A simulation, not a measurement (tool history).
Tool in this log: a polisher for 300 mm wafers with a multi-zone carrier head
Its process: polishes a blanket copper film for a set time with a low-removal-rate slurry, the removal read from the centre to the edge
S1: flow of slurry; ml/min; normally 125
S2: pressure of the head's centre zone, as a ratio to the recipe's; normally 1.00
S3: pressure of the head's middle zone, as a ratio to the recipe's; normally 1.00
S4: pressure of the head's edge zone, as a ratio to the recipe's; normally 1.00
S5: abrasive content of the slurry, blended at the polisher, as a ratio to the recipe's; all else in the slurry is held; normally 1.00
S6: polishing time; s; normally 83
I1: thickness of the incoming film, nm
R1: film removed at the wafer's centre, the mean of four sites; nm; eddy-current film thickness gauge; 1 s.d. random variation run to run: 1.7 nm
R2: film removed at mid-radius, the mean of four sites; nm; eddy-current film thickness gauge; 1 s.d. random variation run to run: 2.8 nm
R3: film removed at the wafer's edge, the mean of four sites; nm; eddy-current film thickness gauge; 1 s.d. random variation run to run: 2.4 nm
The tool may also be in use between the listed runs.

| run | hour | S1 | S2 | S3 | S4 | S5 | S6 | I1 | R1 | R2 | R3 |
|---|---|---|---|---|---|---|---|---|---|---|---|
| 1 | 0.0 | 145 | 0.89 | 1.00 | 1.00 | 1.00 | 98 | 1037.7 | 267.8 | 303.0 | 299.7 |
|  | 33.3 | worn pad replaced by a new one |
| 2 | 94.5 | 165 | 0.94 | 0.94 | 1.00 | 1.00 | 56 | 1044.9 | 170.9 | 172.7 | 177.5 |
| 3 | 315.3 | 125 | 1.00 | 1.00 | 1.10 | 1.00 | 108 | 1036.0 | 326.8 | 330.9 | 347.1 |
|  | 362.5 | edge zone pressure recalibrated |
| 4 | 386.2 | 100 | 1.00 | 1.00 | 1.00 | 1.00 | 68 | 1034.2 | 191.2 | 193.6 | 200.4 |
| 5 | 434.8 | 125 | 1.00 | 1.00 | 1.00 | 1.00 | 83 | 1033.2 | 249.3 | 251.9 | 249.4 |
| 6 | 480.8 | 125 | 1.00 | 0.95 | 1.00 | 1.00 | 83 | 1019.9 | 251.6 | 240.6 | 251.9 |
|  | 486.9 | centre zone pressure recalibrated |
|  | 547.0 | slurry nozzle cleaned |
|  | 564.0 | carrier head's membrane replaced by a new one |
| 7 | 604.9 | 125 | 1.00 | 1.00 | 1.00 | 0.80 | 83 | 1018.3 | 227.9 | 223.5 | 229.1 |
| 8 | 694.0 | 125 | 1.00 | 1.12 | 1.00 | 0.85 | 83 | 1041.1 | 231.0 | 256.0 | 231.4 |
| 9 | 778.3 | 110 | 1.05 | 1.00 | 0.89 | 1.00 | 67 | 1041.8 | 201.3 | 191.3 | 180.4 |
| 10 | 872.6 | 125 | 1.00 | 1.00 | 1.00 | 1.00 | 83 | 1023.4 | 243.5 | 240.7 | 247.7 |
|  | 914.7 | worn pad replaced by a new one |
| 11 | 917.7 | 85 | 1.00 | 1.10 | 1.00 | 1.00 | 83 | 1039.4 | 224.2 | 241.5 | 235.1 |
|  | 1127.6 | edge zone pressure recalibrated |
| 12 | 1142.9 | 170 | 1.00 | 1.07 | 1.05 | 1.00 | 83 | 1042.0 | 276.1 | 282.4 | 275.3 |
| 13 | 1223.4 | 80 | 1.00 | 1.00 | 1.00 | 0.85 | 83 | 1011.1 | 200.4 | 203.6 | 217.1 |
|  | 1288.4 | carrier head's membrane replaced by a new one |
|  | 1289.8 | centre zone pressure recalibrated |
| 14 | 1316.2 | 125 | 1.00 | 1.00 | 1.00 | 1.00 | 83 | 1045.5 | 252.6 | 248.9 | 251.4 |
|  | 1322.7 | slurry nozzle cleaned |
| 15 | 1365.2 | 125 | 1.00 | 1.00 | 1.00 | 1.10 | 83 | 1028.6 | 258.1 | 260.1 | 260.7 |
| 16 | 1403.5 | 115 | 1.00 | 1.08 | 1.00 | 1.00 | 83 | 1030.7 | 245.0 | 257.7 | 245.6 |
| 17 | 1500.9 | 125 | 1.00 | 1.00 | 1.00 | 1.00 | 97 | 1039.6 | 287.8 | 292.5 | 295.5 |

Expected results for the next run?
| 18 | 1553.7 | 125 | 1.00 | 1.00 | 1.00 | 0.80 | 108 | 1029.8 | ? | ? | ? |

Run 18 gave R1 297.0 nm, R2 296.7 nm, R3 296.0 nm.
With no hidden state in the tool, this same run would have given R1 305.7 nm, R2 305.5 nm, R3 304.8 nm.

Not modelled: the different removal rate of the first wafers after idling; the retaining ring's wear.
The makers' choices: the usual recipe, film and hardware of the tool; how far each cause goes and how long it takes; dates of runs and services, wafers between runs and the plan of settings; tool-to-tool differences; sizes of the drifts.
